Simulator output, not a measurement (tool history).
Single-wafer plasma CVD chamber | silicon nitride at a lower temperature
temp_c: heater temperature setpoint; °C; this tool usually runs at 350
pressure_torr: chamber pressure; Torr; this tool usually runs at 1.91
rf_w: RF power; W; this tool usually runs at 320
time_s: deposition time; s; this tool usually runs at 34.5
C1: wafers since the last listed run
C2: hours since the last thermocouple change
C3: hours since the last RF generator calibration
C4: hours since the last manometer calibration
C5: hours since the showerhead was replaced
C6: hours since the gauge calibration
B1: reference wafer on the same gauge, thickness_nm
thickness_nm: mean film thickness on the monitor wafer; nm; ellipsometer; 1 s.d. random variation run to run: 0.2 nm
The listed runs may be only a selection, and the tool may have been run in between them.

run 1 hour=0 | temp_c=350 pressure_torr=1.91 rf_w=320 time_s=34.5 | C1=0 C2=1954.6 C3=2301.6 C4=4.1 C5=4983.5 C6=977.7 | B1=37.684 | thickness_nm=46.837
run 2 hour=21.9 | temp_c=350 pressure_torr=1.91 rf_w=320 time_s=34.5 | C1=344 C2=1976.5 C3=2323.5 C4=26 C5=5005.4 C6=999.6 | B1=37.621 | thickness_nm=46.982
-- hour=56.9 RF generator calibrated
run 3 hour=57.4 | temp_c=350 pressure_torr=1.91 rf_w=320 time_s=34.5 | C1=432 C2=2012 C3=0.5 C4=61.5 C5=5040.9 C6=1035.1 | B1=37.586 | thickness_nm=47.016
-- hour=63.1 gauge calibrated
run 4 hour=82.8 | temp_c=350 pressure_torr=1.91 rf_w=320 time_s=33 | C1=399 C2=2037.4 C3=25.9 C4=86.9 C5=5066.3 C6=19.7 | B1=37.521 | thickness_nm=44.613
run 5 hour=154.5 | temp_c=354 pressure_torr=1.91 rf_w=320 time_s=34.5 | C1=1127 C2=2109.1 C3=97.6 C4=158.6 C5=5138 C6=91.4 | B1=37.603 | thickness_nm=46.946
run 6 hour=182.4 | temp_c=354 pressure_torr=1.91 rf_w=320 time_s=34.5 | C1=438 C2=2137 C3=125.5 C4=186.5 C5=5165.9 C6=119.3 | B1=37.699 | thickness_nm=47.058
run 7 hour=204.3 | temp_c=363 pressure_torr=1.91 rf_w=320 time_s=34.5 | C1=344 C2=2158.9 C3=147.4 C4=208.4 C5=5187.8 C6=141.2 | B1=37.598 | thickness_nm=46.42
run 8 hour=224.8 | temp_c=350 pressure_torr=1.91 rf_w=320 time_s=34.5 | C1=322 C2=2179.4 C3=167.9 C4=228.9 C5=5208.3 C6=161.7 | B1=37.632 | thickness_nm=47.164
run 9 hour=247.3 | temp_c=336 pressure_torr=2.09 rf_w=375 time_s=34.5 | C1=353 C2=2201.9 C3=190.4 C4=251.4 C5=5230.8 C6=184.2 | B1=37.631 | thickness_nm=51.374
run 10 hour=264.3 | temp_c=350 pressure_torr=1.91 rf_w=280 time_s=34.5 | C1=267 C2=2218.9 C3=207.4 C4=268.4 C5=5247.8 C6=201.2 | B1=37.553 | thickness_nm=44.144
run 11 hour=297.8 | temp_c=364 pressure_torr=2.12 rf_w=320 time_s=34.5 | C1=526 C2=2252.4 C3=240.9 C4=301.9 C5=5281.3 C6=234.7 | B1=37.624 | thickness_nm=47.557
run 12 hour=329.3 | temp_c=350 pressure_torr=1.91 rf_w=265 time_s=27.9 | C1=495 C2=2283.9 C3=272.4 C4=333.4 C5=5312.8 C6=266.2 | B1=37.564 | thickness_nm=35.129
run 13 hour=343.2 | temp_c=342 pressure_torr=1.57 rf_w=275 time_s=34.5 | C1=218 C2=2297.8 C3=286.3 C4=347.3 C5=5326.7 C6=280.1 | B1=37.66 | thickness_nm=42.381
run 14 hour=376 | temp_c=350 pressure_torr=1.73 rf_w=320 time_s=34.5 | C1=515 C2=2330.6 C3=319.1 C4=380.1 C5=5359.5 C6=312.9 | B1=37.671 | thickness_nm=46.013
-- hour=389.2 showerhead replaced
run 15 hour=408 | temp_c=350 pressure_torr=1.91 rf_w=370 time_s=29.1 | C1=377 C2=2362.6 C3=351.1 C4=412.1 C5=18.8 C6=344.9 | B1=37.607 | thickness_nm=42.186
-- hour=429 thermocouple changed; heater temperature recalibrated
run 16 hour=429.5 | temp_c=350 pressure_torr=1.91 rf_w=340 time_s=40 | C1=212 C2=0.5 C3=372.6 C4=433.6 C5=40.3 C6=366.4 | B1=37.581 | thickness_nm=55.981
run 17 hour=437.5 | temp_c=350 pressure_torr=1.91 rf_w=320 time_s=34.5 | C1=125 C2=8.5 C3=380.6 C4=441.6 C5=48.3 C6=374.4 | B1=37.624 | thickness_nm=47.14
run 18 hour=471.2 | temp_c=354 pressure_torr=2.04 rf_w=350 time_s=34.5 | C1=530 C2=42.2 C3=414.3 C4=475.3 C5=82 C6=408.1 | B1=37.597 | thickness_nm=49.071
run 19 hour=491.4 | temp_c=350 pressure_torr=1.91 rf_w=320 time_s=34.5 | C1=317 C2=62.4 C3=434.5 C4=495.5 C5=102.2 C6=428.3 | B1=37.637 | thickness_nm=46.405
run 20 hour=516.8 | temp_c=354 pressure_torr=2.1 rf_w=320 time_s=29.4 | C1=399 C2=87.8 C3=459.9 C4=520.9 C5=127.6 C6=453.7 | B1=37.604 | thickness_nm=40.611
run 21 hour=544.2 | temp_c=337 pressure_torr=2.18 rf_w=320 time_s=34.5 | C1=430 C2=115.2 C3=487.3 C4=548.3 C5=155 C6=481.1 | B1=37.64 | thickness_nm=48.338
run 22 hour=570.8 | temp_c=350 pressure_torr=1.91 rf_w=320 time_s=34.5 | C1=418 C2=141.8 C3=513.9 C4=574.9 C5=181.6 C6=507.7 | B1=37.532 | thickness_nm=46.562
run 23 hour=588.7 | temp_c=359 pressure_torr=1.74 rf_w=355 time_s=36.4 | C1=281 C2=159.7 C3=531.8 C4=592.8 C5=199.5 C6=525.6 | B1=37.59 | thickness_nm=50.812
run 24 hour=612.5 | temp_c=350 pressure_torr=1.91 rf_w=320 time_s=34.5 | C1=374 C2=183.5 C3=555.6 C4=616.6 C5=223.3 C6=549.4 | B1=37.587 | thickness_nm=46.705
run 25 hour=625 | temp_c=341 pressure_torr=1.91 rf_w=285 time_s=32.3 | C1=196 C2=196 C3=568.1 C4=629.1 C5=235.8 C6=561.9 | B1=37.65 | thickness_nm=42.049
run 26 hour=643.8 | temp_c=362 pressure_torr=1.59 rf_w=370 time_s=30.8 | C1=295 C2=214.8 C3=586.9 C4=647.9 C5=254.6 C6=580.7 | B1=37.579 | thickness_nm=42.95
run 27 hour=677.7 | temp_c=350 pressure_torr=2.09 rf_w=295 time_s=34.5 | C1=533 C2=248.7 C3=620.8 C4=681.8 C5=288.5 C6=614.6 | B1=37.566 | thickness_nm=46.092
run 28 hour=710 | temp_c=350 pressure_torr=1.91 rf_w=355 time_s=34.5 | C1=508 C2=281 C3=653.1 C4=714.1 C5=320.8 C6=646.9 | B1=37.616 | thickness_nm=48.773
run 29 hour=742.4 | temp_c=350 pressure_torr=1.91 rf_w=320 time_s=34.5 | C1=509 C2=313.4 C3=685.5 C4=746.5 C5=353.2 C6=679.3 | B1=37.596 | thickness_nm=46.853

What differs in the tool's unlogged condition from the final listed run ahead of each entry between runs to the first listed run following it?
Runs 2 to 3: RF generator calibrated (hour 56.9)
  no hidden state differs between the two runs
Runs 3 to 4: gauge calibrated (hour 63.1)
  no hidden state differs between the two runs
Runs 14 to 15: showerhead replaced (hour 389.2)
  no hidden state differs between the two runs
Runs 15 to 16: thermocouple changed; heater temperature recalibrated (hour 429)
  no hidden state differs between the two runs
